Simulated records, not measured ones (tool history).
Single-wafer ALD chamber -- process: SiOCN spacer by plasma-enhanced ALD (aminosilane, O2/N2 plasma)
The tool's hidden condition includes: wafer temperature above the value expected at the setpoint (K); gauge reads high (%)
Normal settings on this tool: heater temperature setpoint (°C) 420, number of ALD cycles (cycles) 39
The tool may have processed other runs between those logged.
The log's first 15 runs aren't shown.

run   hour  heater temperature setpoint (°C)  number of ALD cycles (cycles)  wafers since the last listed run  hours since the last thermocouple change  hours since the gauge calibration  read-back reference wafer on the same gauge, thickness_nm  mean film thickness on the monitor wafer (nm)
 16  297.5                               411                             39                               137                                    3198.9                               82.1                                                       1.98                                          2.453
 17  315.1                               420                             43                               118                                    3216.5                               99.7                                                      1.981                                          2.611
     338.8  -- thermocouple changed; heater temperature recalibrated
 18  339.2                               416                             44                               108                                       0.4                              123.8                                                       1.98                                          2.716
 19  370.2                               408                             34                               208                                      31.4                              154.8                                                      1.979                                          2.148
 20  396.5                               435                             37                               176                                      57.7                              181.1                                                      1.979                                          2.133
 21  430.4                               425                             39                               227                                      91.6                                215                                                      1.977                                          2.335
 22  453.7                               420                             39                               156                                     114.9                              238.3                                                      1.982                                          2.368
 23  482.2                               426                             39                               191                                     143.4                              266.8                                                      1.981                                          2.329
 24  497.8                               420                             35                               104                                       159                              282.4                                                      1.981                                          2.128
 25    516                               420                             43                               122                                     177.2                              300.6                                                      1.979                                          2.621
 26  549.2                               406                             32                               223                                     210.4                              333.8                                                      1.979                                          2.039
 27  578.2                               416                             39                               194                                     239.4                              362.8                                                       1.98                                          2.408
 28  593.9                               431                             43                               105                                     255.1                              378.5                                                       1.98                                           2.51
 29  611.4                               413                             45                               117                                     272.6                                396                                                      1.982                                          2.794
 30  626.1                               406                             42                                98                                     287.3                              410.7                                                      1.978                                          2.681
 31  654.8                               424                             31                               192                                       316                              439.4                                                      1.983                                          1.859
 32  667.6                               420                             39                                85                                     328.8                              452.2                                                      1.981                                          2.357

Here are 3 independent what-if runs from the current tool condition. What would each one return?
  A  668.1                               420                             39                                 3                                     329.3                              452.7                                                          ?                                              ?
  B  668.1                               427                             43                                 3                                     329.3                              452.7                                                          ?                                              ?
  C  668.1                               408                             43                                 3                                     329.3                              452.7                                                          ?                                              ?

run  read-back reference wafer on the same gauge, thickness_nm  mean film thickness on the monitor wafer (nm)
  A                                                      1.981                                          2.374
  B                                                      1.981                                          2.551
  C                                                      1.981                                          2.732
Take away the tool's hidden state, keep each run's random variation, and the runs would have read:
run  mean film thickness on the monitor wafer (nm)
  A                                          2.374
  B                                          2.551
  C                                          2.732
